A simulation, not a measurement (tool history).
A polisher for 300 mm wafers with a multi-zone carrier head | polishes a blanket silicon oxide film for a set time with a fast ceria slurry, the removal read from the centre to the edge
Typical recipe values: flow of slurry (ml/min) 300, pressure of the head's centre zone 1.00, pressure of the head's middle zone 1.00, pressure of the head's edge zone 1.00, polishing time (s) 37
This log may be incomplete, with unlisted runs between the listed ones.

| run | hour | flow of slurry (ml/min) | pressure of the head's centre zone | pressure of the head's middle zone | pressure of the head's edge zone | polishing time (s) | wafers since the last listed run | wafers polished on this pad | hours since the slurry nozzle was cleaned | hours since the centre zone pressure was calibrated | hours since the edge zone pressure was calibrated | hours since the carrier head's membrane was replaced | incoming thickness of the incoming film, nm | film removed at the wafer's centre (Å) | film removed at mid-radius (Å) | film removed at the wafer's edge (Å) |
|---|---|---|---|---|---|---|---|---|---|---|---|---|---|---|---|---|
| 1 | 0.0 | 300 | 1.00 | 1.00 | 1.00 | 37 | 0 | 4879 | 524.0 | 27.2 | 865.3 | 1.1 | 1662.7 | 5932 | 6132 | 6128 |
| 2 | 65.0 | 300 | 1.00 | 1.00 | 1.00 | 37 | 839 | 5719 | 589.0 | 92.2 | 930.3 | 66.1 | 1659.1 | 5838 | 5960 | 6002 |
|  | 113.4 | edge zone pressure recalibrated |
| 3 | 129.3 | 300 | 1.00 | 1.00 | 1.00 | 37 | 804 | 6524 | 653.3 | 156.5 | 15.9 | 130.4 | 1658.2 | 5863 | 5957 | 6199 |
|  | 141.3 | worn pad replaced by a new one |
| 4 | 199.2 | 300 | 1.00 | 1.00 | 0.95 | 45 | 851 | 747 | 723.2 | 226.4 | 85.8 | 200.3 | 1676.3 | 7444 | 7622 | 7258 |
| 5 | 259.9 | 245 | 1.00 | 1.00 | 0.93 | 31 | 784 | 1532 | 783.9 | 287.1 | 146.5 | 261.0 | 1671.1 | 4955 | 5047 | 4843 |
| 6 | 289.2 | 300 | 1.00 | 1.00 | 0.89 | 34 | 378 | 1910 | 813.2 | 316.4 | 175.8 | 290.3 | 1689.7 | 5504 | 5655 | 5389 |
| 7 | 344.5 | 300 | 1.00 | 1.00 | 1.00 | 37 | 714 | 2625 | 868.5 | 371.7 | 231.1 | 345.6 | 1688.7 | 5963 | 6000 | 6176 |
|  | 388.8 | slurry nozzle cleaned |
| 8 | 396.4 | 300 | 1.00 | 1.00 | 1.00 | 37 | 657 | 3282 | 7.6 | 423.6 | 283.0 | 397.5 | 1670.1 | 5876 | 6043 | 6107 |
|  | 458.4 | carrier head's membrane replaced by a new one |
| 9 | 467.1 | 390 | 1.00 | 1.00 | 0.90 | 37 | 848 | 4131 | 78.3 | 494.3 | 353.7 | 8.7 | 1682.8 | 6108 | 6106 | 5841 |
| 10 | 496.8 | 300 | 1.00 | 1.00 | 1.00 | 37 | 383 | 4515 | 108.0 | 524.0 | 383.4 | 38.4 | 1701.2 | 5953 | 6036 | 5894 |
|  | 545.5 | centre zone pressure recalibrated |
| 11 | 560.7 | 240 | 0.90 | 1.00 | 1.00 | 37 | 799 | 5314 | 171.9 | 15.2 | 447.3 | 102.3 | 1698.0 | 5216 | 5934 | 5798 |
|  | 572.1 | worn pad replaced by a new one |
| 12 | 591.2 | 365 | 1.00 | 1.00 | 1.09 | 37 | 342 | 246 | 202.4 | 45.7 | 477.8 | 132.8 | 1658.2 | 6337 | 6442 | 6640 |
| 13 | 642.5 | 300 | 0.91 | 1.09 | 0.95 | 37 | 662 | 909 | 253.7 | 97.0 | 529.1 | 184.1 | 1633.0 | 5745 | 6602 | 5994 |
| 14 | 711.9 | 300 | 1.00 | 1.00 | 1.00 | 37 | 896 | 1805 | 323.1 | 166.4 | 598.5 | 253.5 | 1683.5 | 6113 | 6197 | 6158 |
| 15 | 737.8 | 375 | 1.00 | 1.00 | 0.94 | 37 | 334 | 2140 | 349.0 | 192.3 | 624.4 | 279.4 | 1656.8 | 6158 | 6247 | 6014 |
| 16 | 794.0 | 300 | 1.00 | 1.00 | 1.00 | 37 | 726 | 2866 | 405.2 | 248.5 | 680.6 | 335.6 | 1673.2 | 5935 | 6259 | 6041 |
| 17 | 849.7 | 300 | 1.00 | 1.07 | 1.00 | 37 | 719 | 3586 | 460.9 | 304.2 | 736.3 | 391.3 | 1671.8 | 5932 | 6339 | 6019 |
| 18 | 916.6 | 300 | 1.06 | 1.00 | 1.00 | 27 | 864 | 4450 | 527.8 | 371.1 | 803.2 | 458.2 | 1640.7 | 4530 | 4417 | 4429 |

Run 19, settings as shown, results not yet in. Your forecast:
| 19 | 957.9 | 355 | 1.06 | 1.11 | 0.90 | 37 | 533 | 4984 | 569.1 | 412.4 | 844.5 | 499.5 | 1650.5 | ? | ? | ? |

{"run 19": {"film removed at the wafer's centre (Å)": 6243, "film removed at mid-radius (Å)": 6478, "film removed at the wafer's edge (Å)": 5778}}
Were there no unlogged condition in the tool, this run, its random variation unchanged, would have produced film removed at the wafer's centre (Å) 6590, film removed at mid-radius (Å) 6838, film removed at the wafer's edge (Å) 6099.
